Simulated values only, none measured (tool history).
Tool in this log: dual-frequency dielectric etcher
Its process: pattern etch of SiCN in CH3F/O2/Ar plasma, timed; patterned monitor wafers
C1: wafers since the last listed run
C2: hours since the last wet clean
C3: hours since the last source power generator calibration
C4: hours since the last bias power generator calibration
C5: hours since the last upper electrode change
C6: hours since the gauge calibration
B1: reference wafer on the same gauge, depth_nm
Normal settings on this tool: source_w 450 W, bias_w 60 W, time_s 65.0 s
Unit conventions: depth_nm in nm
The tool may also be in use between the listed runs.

{"run": 1, "hour": 0.0, "source_w": 450, "bias_w": 60, "time_s": 57.5, "C1": 0, "C2": 311.6, "C3": 3996.9, "C4": 3838.1, "C5": 3478.8, "C6": 149.1, "B1": 27.11, "depth_nm": 20.59}
{"run": 2, "hour": 26.9, "source_w": 450, "bias_w": 60, "time_s": 65.0, "C1": 353, "C2": 338.5, "C3": 4023.8, "C4": 3865.0, "C5": 3505.7, "C6": 176.0, "B1": 27.07, "depth_nm": 23.05}
{"run": 3, "hour": 81.7, "source_w": 450, "bias_w": 60, "time_s": 65.0, "C1": 719, "C2": 393.3, "C3": 4078.6, "C4": 3919.8, "C5": 3560.5, "C6": 230.8, "B1": 27.08, "depth_nm": 23.41}
{"run": 4, "hour": 131.7, "source_w": 450, "bias_w": 60, "time_s": 65.0, "C1": 656, "C2": 443.3, "C3": 4128.6, "C4": 3969.8, "C5": 3610.5, "C6": 280.8, "B1": 27.09, "depth_nm": 23.31}
{"run": 5, "hour": 162.7, "source_w": 450, "bias_w": 69, "time_s": 65.0, "C1": 406, "C2": 474.3, "C3": 4159.6, "C4": 4000.8, "C5": 3641.5, "C6": 311.8, "B1": 27.11, "depth_nm": 24.82}
{"hour": 241.0, "done": "wet clean of the chamber"}
{"run": 6, "hour": 241.5, "source_w": 450, "bias_w": 69, "time_s": 65.0, "C1": 719, "C2": 0.5, "C3": 4238.4, "C4": 4079.6, "C5": 3720.3, "C6": 390.6, "B1": 27.04, "depth_nm": 24.63}
{"run": 7, "hour": 279.1, "source_w": 450, "bias_w": 69, "time_s": 65.0, "C1": 493, "C2": 38.1, "C3": 4276.0, "C4": 4117.2, "C5": 3757.9, "C6": 428.2, "B1": 27.09, "depth_nm": 25.04}
{"hour": 325.5, "done": "bias power generator calibrated"}
{"run": 8, "hour": 328.7, "source_w": 450, "bias_w": 73, "time_s": 81.0, "C1": 598, "C2": 87.7, "C3": 4325.6, "C4": 3.2, "C5": 3807.5, "C6": 477.8, "B1": 27.14, "depth_nm": 31.75}
{"run": 9, "hour": 371.0, "source_w": 360, "bias_w": 70, "time_s": 46.0, "C1": 555, "C2": 130.0, "C3": 4367.9, "C4": 45.5, "C5": 3849.8, "C6": 520.1, "B1": 27.08, "depth_nm": 16.49}
{"hour": 398.1, "done": "upper electrode replaced"}
{"run": 10, "hour": 418.3, "source_w": 420, "bias_w": 60, "time_s": 65.0, "C1": 305, "C2": 177.3, "C3": 4415.2, "C4": 92.8, "C5": 20.2, "C6": 567.4, "B1": 27.14, "depth_nm": 22.58}
{"hour": 454.2, "done": "gauge calibrated"}
{"hour": 465.3, "done": "source power generator calibrated"}
{"run": 11, "hour": 476.7, "source_w": 450, "bias_w": 60, "time_s": 65.0, "C1": 714, "C2": 235.7, "C3": 11.4, "C4": 151.2, "C5": 78.6, "C6": 22.5, "B1": 27.08, "depth_nm": 23.48}
{"run": 12, "hour": 523.8, "source_w": 450, "bias_w": 52, "time_s": 65.0, "C1": 618, "C2": 282.8, "C3": 58.5, "C4": 198.3, "C5": 125.7, "C6": 69.6, "B1": 27.11, "depth_nm": 21.55}
{"run": 13, "hour": 584.0, "source_w": 380, "bias_w": 66, "time_s": 52.0, "C1": 790, "C2": 343.0, "C3": 118.7, "C4": 258.5, "C5": 185.9, "C6": 129.8, "B1": 27.1, "depth_nm": 18.41}
{"run": 14, "hour": 620.1, "source_w": 450, "bias_w": 60, "time_s": 65.0, "C1": 473, "C2": 379.1, "C3": 154.8, "C4": 294.6, "C5": 222.0, "C6": 165.9, "B1": 27.14, "depth_nm": 23.26}

Give the tool's hidden conditions for every run:
etch rate over this chamber's usual, %: 0 on each run
source power that arrives over what is set, %: 0 on each run
bias power that arrives over what is set, %: 0 on each run
gauge reads high (%): 0 on each run
